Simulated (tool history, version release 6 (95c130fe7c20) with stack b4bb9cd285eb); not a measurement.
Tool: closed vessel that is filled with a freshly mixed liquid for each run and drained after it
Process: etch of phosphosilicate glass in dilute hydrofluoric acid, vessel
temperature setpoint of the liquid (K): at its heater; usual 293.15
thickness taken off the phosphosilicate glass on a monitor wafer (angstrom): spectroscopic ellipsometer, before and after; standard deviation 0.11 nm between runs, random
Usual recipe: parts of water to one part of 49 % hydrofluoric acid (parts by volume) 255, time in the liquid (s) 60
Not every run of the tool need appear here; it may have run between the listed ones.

run,hour,temperature setpoint of the liquid (K),parts of water to one part of 49 % hydrofluoric acid (parts by volume),time in the liquid (s),wafers since the last listed run,hours since the thermometer was replaced,hours since the hydrofluoric acid flow meter was replaced,hours since the gauge calibration,"read-back film thickness of the phosphosilicate glass reference wafer, read on the same gauge (nm)",thickness taken off the phosphosilicate glass on a monitor wafer (angstrom)
1,0,293.15,255,60,0,552.2,572.1,642.7,109.99,339.4
2,51.6,293.15,255,60,4527,603.8,623.7,694.3,110.01,339
3,103.4,293.15,255,60,4545,655.6,675.5,746.1,110,337
4,161.4,293.15,210,60,5089,713.6,733.5,804.1,110,428.9
5,302.9,293.15,210,60,12416,855.1,875,945.6,109.98,424.5
6,345,293.15,255,60,3694,897.2,917.1,987.7,109.99,335.9
# hour 375.9: thermometer replaced
7,380,293.15,255,60,2983,4.1,952.1,1022.7,110,337.2
8,427.5,293.15,255,60,4168,51.6,999.6,1070.2,109.99,335.8
# hour 462.9: hydrofluoric acid flow meter replaced
9,475.5,293.15,255,60,4124,99.6,12.6,1118.2,110,342.5
10,506.8,293.15,255,60,2746,130.9,43.9,1149.5,110.01,343.7
# hour 527.2: gauge calibrated
11,576.8,293.15,255,60,6142,200.9,113.9,49.6,110.01,341.9
12,627.8,293.15,255,60,4475,251.9,164.9,100.6,109.98,343.7
13,670.5,290.15,290,60,3746,294.6,207.6,143.3,110.01,259.3
14,730.5,291.65,195,80,5265,354.6,267.6,203.3,110.02,595.7
15,767.8,297.65,255,30,3273,391.9,304.9,240.6,109.98,200.8
16,829.7,290.65,150,85,5431,453.8,366.8,302.5,109.99,823.3
17,876.9,293.15,255,60,4141,501,414,349.7,110.01,341.5
18,920.8,293.15,255,45,3852,544.9,457.9,393.6,110.01,254.7
19,946.4,293.15,180,60,2246,570.5,483.5,419.2,109.98,517.6
20,1008.7,297.15,360,85,5466,632.8,545.8,481.5,110.02,353.5
21,1059.3,297.15,210,95,4440,683.4,596.4,532.1,109.98,788.3
22,1084.4,291.65,195,80,2202,708.5,621.5,557.2,110.01,591.6

Same runs, no hidden state in the tool, same run-to-run variation:
Hidden state at play: liquid colder than its thermometer reads (K); hydrofluoric acid flow below the setpoint (%); gauge reads high (%).
run,thickness taken off the phosphosilicate glass on a monitor wafer (angstrom)
1,344.7
2,344.7
3,343.2
4,437.2
5,434.3
6,344.3
7,346
8,345
9,343
10,344.4
11,343.3
12,345.6
13,261
14,600.3
15,202.6
16,831.5
17,345.6
18,258
19,524.5
20,359.5
21,801.6
22,601.7
